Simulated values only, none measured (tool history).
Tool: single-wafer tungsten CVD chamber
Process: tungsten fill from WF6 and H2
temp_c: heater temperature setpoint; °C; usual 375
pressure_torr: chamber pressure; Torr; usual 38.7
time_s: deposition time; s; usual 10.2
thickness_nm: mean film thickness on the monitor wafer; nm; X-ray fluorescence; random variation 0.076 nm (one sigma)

run,hour,temp_c,pressure_torr,time_s,"read-back reference wafer on the same gauge, thickness_nm",thickness_nm
1,0.0,386,38.7,10.2,21.808,25.313
2,31.7,385,42.6,10.2,21.805,26.018
3,56.3,385,42.6,10.2,21.810,25.767
4,124.7,385,42.6,10.2,21.792,25.925
5,171.0,375,38.7,10.2,21.800,19.634
# hour 227.4: thermocouple changed; heater temperature recalibrated
6,237.7,375,38.7,10.2,21.783,20.746
7,288.5,375,38.7,8.9,21.822,17.942
8,349.2,375,38.7,8.9,21.794,17.980
9,374.4,375,45.4,10.2,21.812,22.122
# hour 384.1: capacitance manometer re-zeroed and calibrated
10,432.9,375,38.7,10.2,21.806,20.377
11,623.9,368,38.7,8.8,21.817,14.751
12,658.8,390,45.3,12.2,21.810,36.632
13,710.1,375,38.7,10.2,21.809,20.158
14,738.1,363,38.7,8.9,21.800,13.118
# hour 767.4: gauge calibrated
15,785.0,375,38.7,10.2,21.803,20.114
16,828.4,375,38.7,8.5,21.811,16.924
# hour 863.7: showerhead replaced
17,868.2,382,38.7,10.2,21.799,23.817
18,928.9,375,44.4,10.2,21.792,21.297
19,959.7,375,38.7,9.2,21.816,18.186
20,993.6,381,38.7,10.2,21.811,23.131
21,1035.9,368,33.7,12.1,21.795,18.871
22,1081.5,375,46.0,10.2,21.787,21.680
23,1123.7,365,38.7,8.9,21.804,13.668
24,1183.2,369,41.5,8.8,21.777,15.331
25,1243.0,375,38.7,10.2,21.808,19.834
26,1312.8,369,38.7,10.2,21.786,17.212
27,1376.2,375,38.7,10.2,21.813,19.958
28,1402.8,375,38.7,10.2,21.798,19.672
29,1442.4,375,38.7,10.2,21.787,19.842
30,1499.0,375,38.7,10.2,21.794,19.802
31,1539.5,375,38.7,10.2,21.812,19.907
32,1678.8,366,34.7,9.0,21.815,13.385
33,1709.5,371,41.9,11.7,21.788,21.399
34,1753.5,384,41.9,10.2,21.797,25.211

4 ways to go on from here, each from the tool as it stands after run 34. What would each give?
A,1753.9,361,38.7,10.2,?,?
B,1753.9,381,43.8,10.2,?,?
C,1753.9,375,38.7,8.3,?,?
D,1753.9,386,41.6,9.6,?,?

run,"read-back reference wafer on the same gauge, thickness_nm",thickness_nm
A,21.778,14.001
B,21.778,24.069
C,21.778,16.084
D,21.778,24.818
Without the tool's hidden state the same runs would have given:
run,thickness_nm
A,14.834
B,25.371
C,16.981
D,26.131

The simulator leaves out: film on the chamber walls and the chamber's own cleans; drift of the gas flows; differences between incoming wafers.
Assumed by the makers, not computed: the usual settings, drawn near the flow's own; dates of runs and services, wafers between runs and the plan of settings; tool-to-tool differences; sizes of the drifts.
